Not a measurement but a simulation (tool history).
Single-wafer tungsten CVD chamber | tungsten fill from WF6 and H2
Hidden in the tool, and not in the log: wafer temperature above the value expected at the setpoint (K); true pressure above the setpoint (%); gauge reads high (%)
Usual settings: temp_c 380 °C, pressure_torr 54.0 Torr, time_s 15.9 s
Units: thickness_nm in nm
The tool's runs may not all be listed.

| run | day | temp_c | pressure_torr | time_s | wafers since the last listed run | hours since the last thermocouple change | hours since the last manometer calibration | hours since the showerhead was replaced | hours since the gauge calibration | read-back reference wafer on the same gauge, thickness_nm | thickness_nm |
|---|---|---|---|---|---|---|---|---|---|---|---|
| 1 | 0.000 | 380 | 54.0 | 15.9 | 0 | 1662.6 | 1345.5 | 2338.9 | 809.9 | 43.646 | 38.320 |
| 2 | 4.400 | 380 | 54.0 | 15.9 | 2860 | 1768.2 | 1451.1 | 2444.5 | 915.5 | 43.601 | 38.057 |
| 3 | 6.433 | 380 | 54.0 | 15.9 | 1322 | 1817.0 | 1499.9 | 2493.3 | 964.3 | 43.649 | 38.271 |
| 4 | 8.933 | 380 | 49.8 | 15.9 | 1625 | 1877.0 | 1559.9 | 2553.3 | 1024.3 | 43.653 | 36.047 |
| 5 | 12.850 | 380 | 51.2 | 15.9 | 2546 | 1971.0 | 1653.9 | 2647.3 | 1118.3 | 43.550 | 36.789 |
|  | 12.879 | gauge calibrated |
| 6 | 17.221 | 380 | 51.2 | 15.9 | 2841 | 2075.9 | 1758.8 | 2752.2 | 104.2 | 43.574 | 36.841 |
| 7 | 20.846 | 376 | 46.3 | 15.9 | 2357 | 2162.9 | 1845.8 | 2839.2 | 191.2 | 43.516 | 31.116 |
| 8 | 23.575 | 376 | 46.3 | 15.9 | 1774 | 2228.4 | 1911.3 | 2904.7 | 256.7 | 43.632 | 31.206 |
| 9 | 25.688 | 380 | 54.0 | 15.9 | 1373 | 2279.1 | 1962.0 | 2955.4 | 307.4 | 43.620 | 38.029 |
| 10 | 29.346 | 380 | 62.4 | 16.7 | 2378 | 2366.9 | 2049.8 | 3043.2 | 395.2 | 43.647 | 43.394 |
|  | 33.154 | showerhead replaced, of another model than before |
| 11 | 34.521 | 380 | 62.4 | 16.7 | 3148 | 2491.1 | 2174.0 | 32.8 | 519.4 | 43.576 | 44.373 |
| 12 | 36.917 | 380 | 62.4 | 16.7 | 1557 | 2548.6 | 2231.5 | 90.3 | 576.9 | 43.630 | 44.135 |
| 13 | 39.808 | 369 | 54.0 | 15.9 | 1880 | 2618.0 | 2300.9 | 159.7 | 646.3 | 43.635 | 28.367 |
| 14 | 42.771 | 369 | 54.0 | 15.9 | 1926 | 2689.1 | 2372.0 | 230.8 | 717.4 | 43.604 | 28.367 |
|  | 43.179 | thermocouple changed; heater temperature recalibrated |
| 15 | 52.392 | 373 | 66.6 | 15.9 | 6038 | 221.1 | 2602.9 | 461.7 | 948.3 | 43.599 | 37.149 |
| 16 | 54.929 | 384 | 54.0 | 17.4 | 1649 | 282.0 | 2663.8 | 522.6 | 1009.2 | 43.587 | 43.691 |
| 17 | 58.654 | 391 | 43.3 | 16.7 | 2422 | 371.4 | 2753.2 | 612.0 | 1098.6 | 43.608 | 37.319 |
| 18 | 62.912 | 380 | 61.7 | 15.9 | 2768 | 473.6 | 2855.4 | 714.2 | 1200.8 | 43.559 | 40.708 |
| 19 | 65.525 | 385 | 42.9 | 15.9 | 1698 | 536.3 | 2918.1 | 776.9 | 1263.5 | 43.617 | 30.179 |
|  | 66.396 | capacitance manometer re-zeroed and calibrated |
| 20 | 69.879 | 389 | 54.0 | 15.9 | 2614 | 640.8 | 83.6 | 881.4 | 1368.0 | 43.557 | 46.992 |
| 21 | 73.721 | 391 | 54.0 | 15.9 | 2497 | 733.0 | 175.8 | 973.6 | 1460.2 | 43.609 | 49.100 |
|  | 74.046 | gauge calibrated |
| 22 | 77.854 | 380 | 54.0 | 15.9 | 2687 | 832.2 | 275.0 | 1072.8 | 91.4 | 43.666 | 38.523 |
| 23 | 82.233 | 370 | 48.2 | 14.7 | 2847 | 937.3 | 380.1 | 1177.9 | 196.5 | 43.595 | 24.809 |
| 24 | 85.588 | 371 | 54.0 | 15.9 | 2180 | 1017.8 | 460.6 | 1258.4 | 277.0 | 43.627 | 30.977 |
| 25 | 87.212 | 373 | 64.4 | 17.5 | 1056 | 1056.8 | 499.6 | 1297.4 | 316.0 | 43.603 | 41.791 |
| 26 | 89.096 | 380 | 54.0 | 15.9 | 1224 | 1102.0 | 544.8 | 1342.6 | 361.2 | 43.563 | 38.406 |
| 27 | 91.221 | 380 | 54.0 | 15.9 | 1381 | 1153.0 | 595.8 | 1393.6 | 412.2 | 43.586 | 38.189 |
| 28 | 94.362 | 380 | 54.0 | 15.9 | 2042 | 1228.4 | 671.2 | 1469.0 | 487.6 | 43.587 | 38.464 |
| 29 | 96.300 | 367 | 66.1 | 14.5 | 1259 | 1274.9 | 717.7 | 1515.5 | 534.1 | 43.599 | 30.478 |

5 ways to go on from here, each from the tool as it stands after run 29. What would each give?
| A | 96.317 | 380 | 54.0 | 15.9 | 10 | 1275.3 | 718.1 | 1515.9 | 534.5 | ? | ? |
| B | 96.317 | 365 | 43.3 | 15.9 | 10 | 1275.3 | 718.1 | 1515.9 | 534.5 | ? | ? |
| C | 96.317 | 393 | 54.0 | 18.0 | 10 | 1275.3 | 718.1 | 1515.9 | 534.5 | ? | ? |
| D | 96.317 | 372 | 62.8 | 17.5 | 10 | 1275.3 | 718.1 | 1515.9 | 534.5 | ? | ? |
| E | 96.317 | 385 | 54.0 | 15.9 | 10 | 1275.3 | 718.1 | 1515.9 | 534.5 | ? | ? |

| run | read-back reference wafer on the same gauge, thickness_nm | thickness_nm |
|---|---|---|
| A | 43.571 | 38.393 |
| B | 43.571 | 20.591 |
| C | 43.571 | 58.105 |
| D | 43.571 | 39.992 |
| E | 43.571 | 43.022 |
Without the tool's hidden state the same runs would have given:
| run | thickness_nm |
|---|---|
| A | 38.713 |
| B | 20.774 |
| C | 58.589 |
| D | 40.313 |
| E | 43.380 |
